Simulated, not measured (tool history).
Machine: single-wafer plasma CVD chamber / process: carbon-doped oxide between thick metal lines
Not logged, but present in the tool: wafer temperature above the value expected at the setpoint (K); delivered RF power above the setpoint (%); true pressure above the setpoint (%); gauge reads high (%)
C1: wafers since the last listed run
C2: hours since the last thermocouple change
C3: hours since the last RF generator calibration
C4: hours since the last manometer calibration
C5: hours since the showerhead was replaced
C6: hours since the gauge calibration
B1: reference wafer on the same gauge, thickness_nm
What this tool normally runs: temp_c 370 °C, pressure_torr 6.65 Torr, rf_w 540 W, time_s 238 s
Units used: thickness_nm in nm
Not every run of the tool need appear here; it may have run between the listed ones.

Run 1, hour 0: usual settings but pressure_torr 7.95 Torr; C1 0; C2 313.8; C3 1090.8; C4 2126; C5 2293.9; C6 136.1; B1 1428.006. Result: thickness_nm 1270.679 nm.
Run 2, hour 31.1: usual settings but pressure_torr 7.95 Torr; C1 291; C2 344.9; C3 1121.9; C4 2157.1; C5 2325; C6 167.2; B1 1429.709. Result: thickness_nm 1267.743 nm.
Run 3, hour 91: usual settings but pressure_torr 7.85 Torr, rf_w 580 W; C1 561; C2 404.8; C3 1181.8; C4 2217; C5 2384.9; C6 227.1; B1 1430.525. Result: thickness_nm 1334.75 nm.
Run 4, hour 158.6: usual settings but pressure_torr 7.85 Torr, rf_w 580 W; C1 633; C2 472.4; C3 1249.4; C4 2284.6; C5 2452.5; C6 294.7; B1 1428.628. Result: thickness_nm 1333.649 nm.
Run 5, hour 186.2: usual settings but pressure_torr 7.85 Torr, rf_w 580 W; C1 258; C2 500; C3 1277; C4 2312.2; C5 2480.1; C6 322.3; B1 1431.34. Result: thickness_nm 1329.174 nm.
Run 6, hour 226.2: usual settings; C1 374; C2 540; C3 1317; C4 2352.2; C5 2520.1; C6 362.3; B1 1430.414. Result: thickness_nm 1252.913 nm.
Run 7, hour 263.9: usual settings; C1 353; C2 577.7; C3 1354.7; C4 2389.9; C5 2557.8; C6 400; B1 1429.913. Result: thickness_nm 1253.28 nm.
Run 8, hour 324.7: usual settings; C1 569; C2 638.5; C3 1415.5; C4 2450.7; C5 2618.6; C6 460.8; B1 1429.079. Result: thickness_nm 1250.39 nm.
Run 9, hour 380: usual settings; C1 518; C2 693.8; C3 1470.8; C4 2506; C5 2673.9; C6 516.1; B1 1428.289. Result: thickness_nm 1258.504 nm.
Run 10, hour 433.2: usual settings; C1 498; C2 747; C3 1524; C4 2559.2; C5 2727.1; C6 569.3; B1 1428.362. Result: thickness_nm 1249.902 nm.
Run 11, hour 458.9: usual settings; C1 240; C2 772.7; C3 1549.7; C4 2584.9; C5 2752.8; C6 595; B1 1429.055. Result: thickness_nm 1257.018 nm.
Run 12, hour 511.3: usual settings but temp_c 374 °C; C1 490; C2 825.1; C3 1602.1; C4 2637.3; C5 2805.2; C6 647.4; B1 1432.161. Result: thickness_nm 1245.54 nm.
Run 13, hour 565.9: usual settings but pressure_torr 8.26 Torr, time_s 272 s; C1 511; C2 879.7; C3 1656.7; C4 2691.9; C5 2859.8; C6 702; B1 1433.327. Result: thickness_nm 1453.894 nm.
At hour 649.7: RF generator calibrated.
Run 14, hour 705.2: usual settings; C1 1230; C2 1019; C3 55.5; C4 2831.2; C5 2999.1; C6 841.3; B1 1430.729. Result: thickness_nm 1204.446 nm.
Run 15, hour 742.1: usual settings; C1 345; C2 1055.9; C3 92.4; C4 2868.1; C5 3036; C6 878.2; B1 1429.248. Result: thickness_nm 1204.506 nm.
At hour 746.1: gauge calibrated.
At hour 764.1: showerhead replaced.
Run 16, hour 778.3: usual settings but time_s 251 s; C1 264; C2 1092.1; C3 128.6; C4 2904.3; C5 14.2; C6 32.2; B1 1430.752. Result: thickness_nm 1269.187 nm.
At hour 800.6: thermocouple changed; heater temperature recalibrated.
At hour 837: RF generator calibrated, repeated, since the last time left the tool worse.
Run 17, hour 838.2: usual settings but temp_c 357 °C, rf_w 640 W; C1 411; C2 37.6; C3 1.2; C4 2964.2; C5 74.1; C6 92.1; B1 1429.498. Result: thickness_nm 1483.601 nm.
Run 18, hour 905.9: usual settings; C1 634; C2 105.3; C3 68.9; C4 3031.9; C5 141.8; C6 159.8; B1 1429.748. Result: thickness_nm 1283.049 nm.
Run 19, hour 1005.1: usual settings but temp_c 363 °C, rf_w 510 W, time_s 268 s; C1 929; C2 204.5; C3 168.1; C4 3131.1; C5 241; C6 259; B1 1430.644. Result: thickness_nm 1392.31 nm.
Run 20, hour 1031: usual settings but temp_c 360 °C, pressure_torr 5.86 Torr, rf_w 640 W, time_s 275 s; C1 242; C2 230.4; C3 194; C4 3157; C5 266.9; C6 284.9; B1 1431.47. Result: thickness_nm 1656.684 nm.
At hour 1080: capacitance manometer re-zeroed and calibrated.
Run 21, hour 1080.5: usual settings but time_s 220 s; C1 388; C2 279.9; C3 243.5; C4 0.5; C5 316.4; C6 334.4; B1 1429.879. Result: thickness_nm 1173.381 nm.
Run 22, hour 1116.7: usual settings but temp_c 379 °C; C1 339; C2 316.1; C3 279.7; C4 36.7; C5 352.6; C6 370.6; B1 1431.713. Result: thickness_nm 1248.879 nm.
Run 23, hour 1144: usual settings but time_s 285 s; C1 255; C2 343.4; C3 307; C4 64; C5 379.9; C6 397.9; B1 1430.088. Result: thickness_nm 1516.043 nm.

What will run 24 give?
Run 24, hour 1204.9: usual settings but temp_c 382 °C, pressure_torr 5.29 Torr, rf_w 625 W; C1 570; C2 404.3; C3 367.9; C4 124.9; C5 440.8; C6 458.8; B1 ?. Result: thickness_nm ?.

{"run 24": {"B1": 1429.806, "thickness_nm": 1339.595}}
With the hidden condition absent and the run-to-run variation left alone, this run would have shown thickness_nm 1366.918 nm.
